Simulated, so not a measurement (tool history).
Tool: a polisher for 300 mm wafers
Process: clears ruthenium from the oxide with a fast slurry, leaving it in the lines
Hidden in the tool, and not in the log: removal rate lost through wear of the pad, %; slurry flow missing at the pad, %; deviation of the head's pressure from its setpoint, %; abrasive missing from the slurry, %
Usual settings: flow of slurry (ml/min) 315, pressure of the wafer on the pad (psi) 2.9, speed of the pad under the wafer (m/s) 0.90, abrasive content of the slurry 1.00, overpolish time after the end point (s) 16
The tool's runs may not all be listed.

run,day,flow of slurry (ml/min),pressure of the wafer on the pad (psi),speed of the pad under the wafer (m/s),abrasive content of the slurry,overpolish time after the end point (s),wafers since the last listed run,wafers polished on this pad,hours since the slurry nozzle was cleaned,hours since the head pressure was calibrated,hours since the slurry blender was calibrated,"incoming thickness of the incoming film, nm",time until the end point was called (s),dishing of a wide line in a test structure (angstrom)
1,0.000,315,2.9,0.90,1.00,16,0,797,498.5,348.1,428.2,221.3,57.9,488
2,2.454,315,2.9,0.90,1.00,16,464,1261,557.4,407.0,487.1,217.1,59.0,475
# day 3.121: slurry blender recalibrated
# day 4.738: head pressure recalibrated
# day 5.483: slurry nozzle cleaned
3,10.308,315,2.9,0.90,1.00,22,1447,2709,115.8,133.7,172.5,224.6,58.5,623
4,12.346,315,2.9,0.90,1.00,22,385,3095,164.7,182.6,221.4,218.6,59.6,602
# day 14.729: worn pad replaced by a new one
5,15.012,315,2.9,0.90,1.00,9,473,53,228.7,246.6,285.4,219.9,56.0,313
6,17.604,315,2.9,0.90,1.00,16,490,544,290.9,308.8,347.6,220.7,57.2,500
# day 20.262: slurry blender recalibrated
7,20.342,315,2.9,0.90,1.00,16,502,1046,356.6,374.5,1.9,219.2,54.3,501
8,22.867,315,2.9,0.90,1.00,16,478,1524,417.2,435.1,62.5,222.0,55.8,501
# day 23.162: head pressure recalibrated
9,24.046,425,2.9,0.90,1.10,10,207,1732,445.5,21.2,90.8,217.0,51.8,350
10,26.021,240,2.9,0.90,1.00,16,373,2106,492.9,68.6,138.2,218.8,58.7,479
11,28.954,390,2.9,1.04,1.30,9,555,2661,563.3,139.0,208.6,220.4,45.5,368
12,31.179,315,2.9,0.90,1.00,16,421,3083,616.7,192.4,262.0,220.5,60.3,464
# day 31.538: worn pad replaced by a new one
13,34.100,355,2.9,0.90,1.00,11,521,485,686.8,262.5,332.1,219.7,54.0,376
# day 34.354: slurry nozzle cleaned
14,36.721,315,2.9,0.90,1.00,16,488,973,56.8,325.4,395.0,217.4,55.2,486
# day 39.438: slurry blender recalibrated
15,39.483,315,2.9,0.90,1.00,16,507,1480,123.1,391.7,1.1,217.1,54.2,519
16,41.058,420,3.7,0.90,1.00,10,298,1779,160.9,429.5,38.9,217.3,41.7,426
# day 41.417: head pressure recalibrated
17,42.217,315,2.9,0.90,1.00,16,203,1982,188.7,19.2,66.7,218.1,54.1,498
18,43.525,315,2.9,0.74,1.00,16,247,2230,220.1,50.6,98.1,220.8,69.3,428
19,45.104,315,2.9,0.90,1.00,16,298,2529,258.0,88.5,136.0,221.6,55.8,497
20,46.150,315,2.9,0.90,0.85,16,198,2727,283.1,113.6,161.1,224.6,62.5,467
21,47.904,315,2.9,1.02,1.00,16,332,3059,325.2,155.7,203.2,223.3,52.3,536
22,49.529,405,2.4,0.90,0.75,7,307,3367,364.2,194.7,242.2,221.6,79.4,176
# day 50.092: worn pad replaced by a new one
23,51.308,315,2.9,0.90,1.00,16,305,230,406.9,237.4,284.9,220.3,55.3,509
24,53.229,315,3.7,0.90,1.00,16,363,594,453.0,283.5,331.0,222.4,43.4,612
25,54.458,315,2.9,0.76,1.00,11,232,826,482.5,313.0,360.5,220.1,66.8,315
26,56.058,315,2.9,0.90,1.00,16,302,1129,520.9,351.4,398.9,218.3,56.0,484
# day 57.254: slurry blender recalibrated
27,62.671,315,2.0,1.10,1.00,8,1236,2366,679.6,510.1,130.0,222.8,67.1,237
# day 63.892: head pressure recalibrated
# day 64.175: slurry nozzle cleaned
28,64.508,315,2.9,0.90,1.00,16,324,2690,8.0,14.8,174.1,221.2,57.4,491

Forecast each of these 4 alternatives for the next run:
A,64.529,315,2.9,0.90,1.10,16,3,2694,8.5,15.3,174.6,217.9,?,?
B,64.529,245,2.9,0.90,1.00,16,3,2694,8.5,15.3,174.6,217.9,?,?
C,64.529,315,2.9,1.16,1.00,16,3,2694,8.5,15.3,174.6,217.9,?,?
D,64.529,315,3.2,0.72,1.10,26,3,2694,8.5,15.3,174.6,217.9,?,?

run,time until the end point was called (s),dishing of a wide line in a test structure (angstrom)
A,55.7,511
B,59.3,486
C,44.8,606
D,63.1,673
Without the tool's hidden state the same runs would have given:
run,time until the end point was called (s),dishing of a wide line in a test structure (angstrom)
A,48.8,567
B,51.9,541
C,39.2,669
D,55.3,739

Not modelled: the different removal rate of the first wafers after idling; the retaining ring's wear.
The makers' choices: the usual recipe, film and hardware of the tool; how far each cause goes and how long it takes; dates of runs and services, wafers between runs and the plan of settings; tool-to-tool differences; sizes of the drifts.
